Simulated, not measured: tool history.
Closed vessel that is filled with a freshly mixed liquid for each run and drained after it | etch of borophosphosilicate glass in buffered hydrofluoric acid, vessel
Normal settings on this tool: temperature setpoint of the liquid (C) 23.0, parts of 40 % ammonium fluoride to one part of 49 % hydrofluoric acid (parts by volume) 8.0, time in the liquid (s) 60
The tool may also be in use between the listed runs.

| run | day | temperature setpoint of the liquid (C) | parts of 40 % ammonium fluoride to one part of 49 % hydrofluoric acid (parts by volume) | time in the liquid (s) | read-back film thickness of the borophosphosilicate glass reference wafer, read on the same gauge (nm) | thickness taken off the borophosphosilicate glass on a monitor wafer (Å) |
|---|---|---|---|---|---|---|
| 1 | 0.000 | 23.0 | 8.0 | 40 | 149.99 | 1745.8 |
| 2 | 1.446 | 23.0 | 8.0 | 40 | 150.03 | 1745.5 |
| 3 | 2.750 | 21.0 | 10.5 | 60 | 150.02 | 1848.8 |
| 4 | 3.396 | 21.0 | 10.5 | 60 | 150.03 | 1851.1 |
| 5 | 4.242 | 23.0 | 8.0 | 80 | 150.00 | 3504.5 |
| 6 | 4.908 | 23.0 | 8.0 | 60 | 150.01 | 2719.5 |
| 7 | 5.712 | 23.0 | 8.0 | 60 | 150.00 | 2649.2 |
| 8 | 6.517 | 23.0 | 8.0 | 60 | 149.98 | 2645.7 |
| 9 | 7.175 | 23.0 | 8.0 | 60 | 150.03 | 2682.5 |
| 10 | 7.892 | 23.0 | 8.0 | 60 | 150.03 | 2676.7 |
| 11 | 8.654 | 23.0 | 8.0 | 60 | 150.00 | 2670.9 |
| 12 | 9.596 | 23.0 | 8.0 | 60 | 149.98 | 2685.0 |
| 13 | 10.388 | 21.5 | 8.0 | 60 | 150.00 | 2459.6 |
| 14 | 10.892 | 23.0 | 8.0 | 60 | 150.00 | 2671.9 |
| 15 | 11.392 | 23.0 | 8.0 | 60 | 149.95 | 2729.5 |
| 16 | 12.825 | 23.0 | 8.0 | 60 | 150.00 | 2717.4 |
|  | 13.604 | gauge calibrated |
| 17 | 13.604 | 23.0 | 8.0 | 95 | 149.98 | 4291.0 |
|  | 13.650 | hydrofluoric acid flow meter replaced |
| 18 | 14.475 | 27.5 | 5.0 | 40 | 149.97 | 3591.0 |
| 19 | 15.250 | 27.5 | 5.0 | 40 | 149.95 | 3525.2 |
|  | 15.850 | thermometer replaced |
| 20 | 16.300 | 26.0 | 8.0 | 60 | 149.99 | 2837.5 |
| 21 | 19.425 | 23.0 | 6.5 | 45 | 150.01 | 2272.5 |
| 22 | 20.404 | 21.0 | 8.0 | 60 | 150.05 | 2182.3 |
| 23 | 20.975 | 23.0 | 8.0 | 95 | 149.97 | 3849.6 |
| 24 | 22.383 | 23.0 | 8.0 | 60 | 150.01 | 2452.2 |
| 25 | 22.938 | 23.0 | 8.0 | 60 | 150.04 | 2460.5 |
| 26 | 26.029 | 21.0 | 10.0 | 85 | 149.98 | 2581.9 |
| 27 | 26.767 | 23.0 | 8.0 | 75 | 150.01 | 3096.0 |
| 28 | 27.892 | 23.0 | 9.5 | 60 | 150.01 | 2101.8 |

Each row is a separate what-if for the run after 28, all from the same tool condition, not one after another. Results?
| A | 27.921 | 23.0 | 8.0 | 60 | ? | ? |
| B | 27.921 | 20.0 | 10.0 | 60 | ? | ? |
| C | 27.921 | 21.5 | 8.0 | 30 | ? | ? |
| D | 27.921 | 21.5 | 9.0 | 60 | ? | ? |
| E | 27.921 | 19.0 | 5.5 | 50 | ? | ? |

| run | read-back film thickness of the borophosphosilicate glass reference wafer, read on the same gauge (nm) | thickness taken off the borophosphosilicate glass on a monitor wafer (Å) |
|---|---|---|
| A | 149.98 | 2473.5 |
| B | 149.98 | 1726.1 |
| C | 149.98 | 1140.2 |
| D | 149.98 | 2004.3 |
| E | 149.98 | 2373.4 |
With the hidden condition removed and each run's random variation left untouched, the same runs would have given:
| run | thickness taken off the borophosphosilicate glass on a monitor wafer (Å) |
|---|---|
| A | 2386.9 |
| B | 1664.4 |
| C | 1099.9 |
| D | 1933.4 |
| E | 2288.7 |
